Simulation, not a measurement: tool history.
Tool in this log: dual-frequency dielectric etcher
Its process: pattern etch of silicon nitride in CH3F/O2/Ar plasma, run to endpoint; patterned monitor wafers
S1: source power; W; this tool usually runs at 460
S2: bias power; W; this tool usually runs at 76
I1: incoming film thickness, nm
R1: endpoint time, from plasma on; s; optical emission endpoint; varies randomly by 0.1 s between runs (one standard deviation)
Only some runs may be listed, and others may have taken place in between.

run,hour,S1,S2,I1,R1
1,0.0,460,76,25.47,35.6
2,14.0,460,76,25.54,35.6
3,20.7,460,76,25.63,35.8
4,34.5,460,76,25.85,36.2
5,47.9,460,76,25.35,35.6
6,61.5,460,76,25.65,36.2
7,71.2,460,76,25.61,35.9
8,105.6,460,76,25.49,36.0
9,106.0,460,76,25.68,36.2
10,106.3,460,76,25.55,36.0
11,114.4,370,69,25.69,38.6
12,144.7,460,76,25.60,33.8
13,145.1,410,90,25.70,33.7
14,156.5,460,60,25.58,35.3
15,167.3,530,94,25.55,31.4
16,176.0,530,76,25.59,33.0
17,190.2,340,57,25.66,38.4
18,226.1,460,58,25.64,36.1

Taken out of this log: 4 entries between the listed runs. Where each belongs, and how the hidden state differs across it:
After run 7, before run 8: upper electrode replaced (hour 105.1)
  etch rate over this chamber's usual, %: -5.49 -> -5.84
  what was measured, less what the result would be without the hidden state, R1: +1.9 -> +2.1 s
After run 11, before run 12: bias power generator calibrated (hour 129.2); wet clean of the chamber (hour 144.2)
  etch rate over this chamber's usual, %: -5.94 -> 0.489
  what was measured, less what the result would be without the hidden state, R1: +2.3 -> -0.2 s
After run 13, before run 14: source power generator calibrated (hour 156.0)
  etch rate over this chamber's usual, %: 0.485 -> 0.367
  what was measured, less what the result would be without the hidden state, R1: -0.1 -> -0.1 s
